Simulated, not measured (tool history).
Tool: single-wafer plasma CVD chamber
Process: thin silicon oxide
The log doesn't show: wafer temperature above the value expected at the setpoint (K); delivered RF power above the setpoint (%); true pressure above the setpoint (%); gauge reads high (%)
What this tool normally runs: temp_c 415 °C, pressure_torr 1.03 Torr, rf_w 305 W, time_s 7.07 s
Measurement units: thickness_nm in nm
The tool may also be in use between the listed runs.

run     day  temp_c  pressure_torr  rf_w  time_s  wafers since the last listed run  hours since the last thermocouple change  hours since the last RF generator calibration  hours since the last manometer calibration  hours since the showerhead was replaced  hours since the gauge calibration  read-back reference wafer on the same gauge, thickness_nm  thickness_nm
  1       0     415           1.03   290    7.07                                 0                                     809.5                                           1226                                      1509.5                                   6322.6                              106.8                                                     15.203        15.435
  2   0.321     415           1.03   305    7.07                               149                                     817.2                                         1233.7                                      1517.2                                   6330.3                              114.5                                                     15.202         16.02
  3   0.662     415           1.03   305    7.07                               159                                     825.4                                         1241.9                                      1525.4                                   6338.5                              122.7                                                     15.198        16.025
  4    1.15     415           1.03   305    7.51                               226                                     837.1                                         1253.6                                      1537.1                                   6350.2                              134.4                                                     15.188        17.031
  5   1.712     415           1.03   305    7.51                               261                                     850.6                                         1267.1                                      1550.6                                   6363.7                              147.9                                                     15.201        16.988
  6   2.217     415           1.03   305    7.07                               234                                     862.7                                         1279.2                                      1562.7                                   6375.8                                160                                                     15.203        15.996
  7   2.471     415           1.03   305    7.07                               118                                     868.8                                         1285.3                                      1568.8                                   6381.9                              166.1                                                       15.2        16.021
  8   2.846     415           1.03   305    7.07                               174                                     877.8                                         1294.3                                      1577.8                                   6390.9                              175.1                                                       15.2        16.038
  9   3.288     415           1.03   305    7.07                               205                                     888.4                                         1304.9                                      1588.4                                   6401.5                              185.7                                                       15.2        16.021
 10   3.838     415           1.03   305    7.07                               256                                     901.6                                         1318.1                                      1601.6                                   6414.7                              198.9                                                     15.205        16.005
      4.888  -- showerhead replaced
 11   4.908     415           1.03   305    7.07                               343                                     927.3                                         1343.8                                      1627.3                                      0.5                              224.6                                                     15.198        16.018
 12   5.196     403           0.85   245    8.05                               133                                     934.2                                         1350.7                                      1634.2                                      7.4                              231.5                                                     15.202         14.24
 13   5.654     405           1.03   305    7.07                               213                                     945.2                                         1361.7                                      1645.2                                     18.4                              242.5                                                     15.204        16.145
      6.308  -- RF generator calibrated
 14   6.329     415           1.03   305    7.07                               159                                     961.4                                            0.5                                      1661.4                                     34.6                              258.7                                                     15.197        16.552
 15   6.567     401           1.03   305    7.07                               110                                     967.1                                            6.2                                      1667.1                                     40.3                              264.4                                                     15.191        16.729
      6.879  -- gauge calibrated
 16   7.192     406           1.13   305    7.07                               290                                     982.1                                           21.2                                      1682.1                                     55.3                                7.5                                                     15.189        17.198
 17   7.612     430           1.22   305    5.89                               195                                     992.2                                           31.3                                      1692.2                                     65.4                               17.6                                                       15.2        14.501
 18   7.883     415           1.03   305    7.07                               126                                     998.7                                           37.8                                      1698.7                                     71.9                               24.1                                                     15.203        16.539
 19   8.358     415            0.8   305    5.88                               221                                    1010.1                                           49.2                                      1710.1                                     83.3                               35.5                                                     15.195        12.573
 20   8.758     415           0.91   305    7.07                               186                                    1019.7                                           58.8                                      1719.7                                     92.9                               45.1                                                     15.194        15.899
 21   9.096     415           0.78   355    6.62                               157                                    1027.8                                           66.9                                      1727.8                                      101                               53.2                                                     15.198         15.38
      9.554  -- thermocouple changed; heater temperature recalibrated
 22   9.592     415           1.03   305    7.86                                75                                       0.9                                           78.8                                      1739.7                                    112.9                               65.1                                                     15.193        18.361
     10.021  -- capacitance manometer re-zeroed and calibrated
 23  10.171     415           1.03   305    7.07                               114                                      14.8                                           92.7                                         3.6                                    126.8                                 79                                                     15.197         16.14
 24  10.592     415           1.03   325    7.07                               195                                      24.9                                          102.8                                        13.7                                    136.9                               89.1                                                     15.193        16.821
 25  11.283     415           1.03   305    7.07                               322                                      41.5                                          119.4                                        30.3                                    153.5                              105.7                                                     15.187        16.167
 26  12.012     415           1.03   305    7.07                               339                                        59                                          136.9                                        47.8                                      171                              123.2                                                     15.186        16.124
 27  12.567     415           1.03   305    6.15                               258                                      72.3                                          150.2                                        61.1                                    184.3                              136.5                                                     15.199        14.043
 28    13.3     411           1.03   305    7.07                               341                                      89.9                                          167.8                                        78.7                                    201.9                              154.1                                                     15.198        16.149
 29  13.883     425           1.25   305    7.07                               271                                     103.9                                          181.8                                        92.7                                    215.9                              168.1                                                     15.192        17.137

What if the next run were any one of these 4? Each begins from the tool's condition after run 29:
  A  13.9     415           0.86   305    7.07                                 7                                     104.3                                          182.2                                        93.1                                    216.3                              168.5                                                          ?             ?
  B  13.9     415           1.03   270    5.84                                 7                                     104.3                                          182.2                                        93.1                                    216.3                              168.5                                                          ?             ?
  C  13.9     429           1.27   245    7.07                                 7                                     104.3                                          182.2                                        93.1                                    216.3                              168.5                                                          ?             ?
  D  13.9     403           1.16   265     5.9                                 7                                     104.3                                          182.2                                        93.1                                    216.3                              168.5                                                          ?             ?

run  read-back reference wafer on the same gauge, thickness_nm  thickness_nm
  A                                                     15.194        15.066
  B                                                     15.194        12.098
  C                                                     15.194        14.293
  D                                                     15.194        12.663
Take away the tool's hidden state, keep each run's random variation, and the runs would have read:
run  thickness_nm
  A        15.145
  B        12.187
  C        14.409
  D        12.755

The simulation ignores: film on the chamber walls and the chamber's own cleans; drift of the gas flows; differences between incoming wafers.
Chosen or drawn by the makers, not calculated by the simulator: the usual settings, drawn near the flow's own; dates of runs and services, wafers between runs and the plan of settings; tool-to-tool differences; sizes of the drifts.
